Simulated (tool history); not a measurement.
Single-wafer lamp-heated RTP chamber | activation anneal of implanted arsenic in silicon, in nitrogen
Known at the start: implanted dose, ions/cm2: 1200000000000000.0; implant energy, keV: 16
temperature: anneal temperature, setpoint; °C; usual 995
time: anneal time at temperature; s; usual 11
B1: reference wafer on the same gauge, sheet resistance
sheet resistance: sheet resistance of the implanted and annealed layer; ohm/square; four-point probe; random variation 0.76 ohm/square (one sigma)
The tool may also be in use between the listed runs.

run 1 hour=0 | temperature=995 time=11 | B1=144.88 | sheet_resistance=142.28
run 2 hour=41.8 | temperature=1017 time=8 | B1=144.92 | sheet_resistance=134.36
run 3 hour=81.1 | temperature=1017 time=8 | B1=144.97 | sheet_resistance=135
-- hour=137.1 gauge calibrated
run 4 hour=150.5 | temperature=1011 time=16 | B1=144.76 | sheet_resistance=125.8
run 5 hour=207.3 | temperature=1011 time=16 | B1=145.41 | sheet_resistance=124.82
-- hour=230.6 pyrometer window cleaned and pyrometer calibrated
run 6 hour=278.3 | temperature=1011 time=16 | B1=145.03 | sheet_resistance=128.73
-- hour=332.1 reflector plate cleaned
run 7 hour=332.6 | temperature=995 time=11 | B1=144.84 | sheet_resistance=142.77
run 8 hour=383.4 | temperature=995 time=11 | B1=144.92 | sheet_resistance=141.27
run 9 hour=408.6 | temperature=995 time=11 | B1=144.93 | sheet_resistance=141.09
run 10 hour=433.7 | temperature=995 time=8 | B1=145.15 | sheet_resistance=144.73
run 11 hour=491.3 | temperature=995 time=8 | B1=144.97 | sheet_resistance=144.78
run 12 hour=554.4 | temperature=969 time=5 | B1=144.78 | sheet_resistance=160.94

The next listed run, before its measurement:
-- hour=592.5 pyrometer window cleaned and pyrometer calibrated
run 13 hour=616.5 | temperature=1018 time=15 | B1=? | sheet_resistance=?

Run 13 gave B1 145.35, sheet resistance 125.32 ohm/square.
Without the tool's hidden state the same run would have given sheet resistance 125.82 ohm/square.

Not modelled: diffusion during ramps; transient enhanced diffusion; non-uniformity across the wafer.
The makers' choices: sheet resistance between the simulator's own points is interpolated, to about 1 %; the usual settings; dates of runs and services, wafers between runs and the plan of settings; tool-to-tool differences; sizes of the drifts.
